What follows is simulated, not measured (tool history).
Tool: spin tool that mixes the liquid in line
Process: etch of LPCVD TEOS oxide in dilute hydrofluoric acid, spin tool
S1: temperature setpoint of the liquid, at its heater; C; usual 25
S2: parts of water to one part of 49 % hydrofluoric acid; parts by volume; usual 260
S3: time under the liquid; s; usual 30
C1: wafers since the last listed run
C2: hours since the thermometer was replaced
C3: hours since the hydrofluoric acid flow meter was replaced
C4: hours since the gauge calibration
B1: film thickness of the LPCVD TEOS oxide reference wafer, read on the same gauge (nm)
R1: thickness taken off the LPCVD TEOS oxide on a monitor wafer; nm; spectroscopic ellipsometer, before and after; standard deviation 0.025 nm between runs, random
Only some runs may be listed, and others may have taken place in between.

run    hour    S1   S2  S3    C1      C2      C3      C4      B1      R1
  1       0    25  260  30     0  2030.5   245.3   198.2  90.617   4.447
  2      57    25  185  30   849  2087.5   302.3   255.2  90.745   6.731
  3    84.1    25  185  30   404  2114.6   329.4   282.3  90.738   6.769
  4   139.1    25  180  25   820  2169.6   384.4   337.3  90.914   5.875
  5   201.5    25  260  30   930    2232   446.8   399.7  91.072   4.477
  6   257.2    25  260  30   830  2287.7   502.5   455.4  91.234   4.435
  7   326.1    22  260  30  1027  2356.6   571.4   524.3  91.509   4.038
  8   392.1    22  260  30   984  2422.6   637.4   590.3  91.802   4.033
  9   419.1    26  260  30   402  2449.6   664.4   617.3  91.895   4.657
 10   486.1    26  260  30   999  2516.6   731.4   684.3  92.235   4.667
 11   516.3    25  260  30   450  2546.8   761.6   714.5  92.397   4.499
 12   578.1    25  260  30   921  2608.6   823.4   776.3  92.699   4.528
 13   605.5    25  260  30   408    2636   850.8   803.7  92.911   4.551
 14   669.8    25  260  25   958  2700.3   915.1     868   93.31   3.812
 15   739.8    26  260  30  1043  2770.3   985.1     938  93.739    4.73
 16   808.6    22  220  20  1025  2839.1  1053.9  1006.8  94.237   3.403
 17   851.4    25  260  25   638  2881.9  1096.7  1049.6  94.616   3.867
        862  -- gauge calibrated
 18   904.4    21  170  30   790  2934.9  1149.7    42.4  90.045    6.31
      907.2  -- thermometer replaced
 19   933.9  22.5  345  30   424    26.7  1179.2    71.9  90.039   2.815
 20   959.2    23  305  30   377      52  1204.5    97.2  90.028   3.332
      972.3  -- hydrofluoric acid flow meter replaced
 21  1005.1  26.5  300  30   669    97.9    32.8   143.1  90.053   3.855
 22  1058.6  26.5  350  45   797   151.4    86.3   196.6   90.16   4.693
 23  1119.5    29  260  40   908   212.3   147.2   257.5  90.238   6.739
 24  1147.1    28  185  45   411   239.9   174.8   285.1  90.288  11.276
 25  1185.8    25  260  30   577   278.6   213.5   323.8  90.399   4.431
 26  1247.1  26.5  370  40   914   339.9   274.8   385.1   90.59   3.877
 27    1317  22.5  260  30  1042   409.8   344.7     455   90.77   4.086

5 ways to go on from here, each from the tool as it stands after run 27. What would each give?
  A  1317.4    25  260  30   5  410.2  345.1  455.4   ?   ?
  B  1317.4    27  260  30   5  410.2  345.1  455.4   ?   ?
  C  1317.4  23.5  145  40   5  410.2  345.1  455.4   ?   ?
  D  1317.4  21.5  335  45   5  410.2  345.1  455.4   ?   ?
  E  1317.4    27  325  25   5  410.2  345.1  455.4   ?   ?

run      B1      R1
  A  90.752    4.46
  B  90.752   4.781
  C  90.752  11.426
  D  90.752   4.273
  E  90.752   2.979
Take away the tool's hidden state, keep each run's random variation, and the runs would have read:
run      R1
  A   4.422
  B    4.74
  C  11.328
  D   4.236
  E   2.953

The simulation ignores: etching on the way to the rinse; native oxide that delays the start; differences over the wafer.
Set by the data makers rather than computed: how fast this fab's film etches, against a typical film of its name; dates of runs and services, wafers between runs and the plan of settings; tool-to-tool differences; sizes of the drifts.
